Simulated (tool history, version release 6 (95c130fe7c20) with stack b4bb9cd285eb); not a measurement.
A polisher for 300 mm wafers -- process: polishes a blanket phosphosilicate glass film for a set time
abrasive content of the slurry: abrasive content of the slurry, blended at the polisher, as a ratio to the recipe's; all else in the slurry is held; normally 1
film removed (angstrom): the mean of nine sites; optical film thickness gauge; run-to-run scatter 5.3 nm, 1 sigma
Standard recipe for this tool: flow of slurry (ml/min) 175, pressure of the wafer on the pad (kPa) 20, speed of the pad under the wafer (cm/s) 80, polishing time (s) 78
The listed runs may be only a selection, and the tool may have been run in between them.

run,hour,flow of slurry (ml/min),pressure of the wafer on the pad (kPa),speed of the pad under the wafer (cm/s),abrasive content of the slurry,polishing time (s),wafers since the last listed run,wafers polished on this pad,hours since the slurry nozzle was cleaned,hours since the head pressure was calibrated,hours since the slurry blender was calibrated,hours since the conditioning disc was replaced,"incoming thickness of the incoming film, nm",film removed (angstrom)
1,0,175,14.5,88,1,78,0,930,203.3,492.7,170.3,92.9,1819.1,3510
2,26.7,175,20,80,1.25,78,171,1101,230,519.4,197,119.6,1833,4708
# hour 35.7: worn pad replaced by a new one
3,51.1,175,20,80,1,78,131,99,254.4,543.8,221.4,144,1847,4989
4,72.6,175,23.4,80,1,78,138,237,275.9,565.3,242.9,165.5,1818.8,5750
5,102.5,175,23.4,80,1,78,192,429,305.8,595.2,272.8,195.4,1825.7,5494
6,121.1,175,23.4,80,1,78,119,548,324.4,613.8,291.4,214,1828.2,5510
# hour 124.4: head pressure recalibrated
7,146.3,175,20,80,1,78,149,697,349.6,21.9,316.6,239.2,1839.3,4479
8,159.1,175,20,80,1,78,82,779,362.4,34.7,329.4,252,1823,4411
9,183.2,175,20,80,1,91,154,934,386.5,58.8,353.5,276.1,1850.2,4957
10,202.9,175,20,80,1,78,126,1061,406.2,78.5,373.2,295.8,1806.7,4178
# hour 207.4: worn pad replaced by a new one
11,226.1,120,17.2,70,1,78,123,120,429.4,101.7,396.4,319,1807.5,3316
12,249.5,120,20,88,1.1,78,150,270,452.8,125.1,419.8,342.4,1849.9,4696
13,263.4,175,20,80,1,78,89,359,466.7,139,433.7,356.3,1826.2,4543
14,280.4,175,20,80,1.25,93,109,468,483.7,156,450.7,373.3,1844,5840
15,303.8,200,20,80,1,78,150,619,507.1,179.4,474.1,396.7,1812.4,4391
16,330.3,175,20,80,1.25,69,170,789,533.6,205.9,500.6,423.2,1846.2,4033
# hour 344.4: slurry blender recalibrated
17,344.9,175,20,92,1,78,80,870,548.2,220.5,0.5,437.8,1842.9,5396
18,355.6,120,20,104,1,78,68,939,558.9,231.2,11.2,448.5,1836.2,5303

Estimate the outcome of run 19 from the log above:
# hour 371.6: worn pad replaced by a new one
19,388.1,175,20,80,1,59,183,105,591.4,263.7,43.7,481,1841.5,?

For run 19 the tool returned film removed (angstrom) 3931.
With the hidden condition absent and the run-to-run variation left alone, this run would have shown film removed (angstrom) 4104.
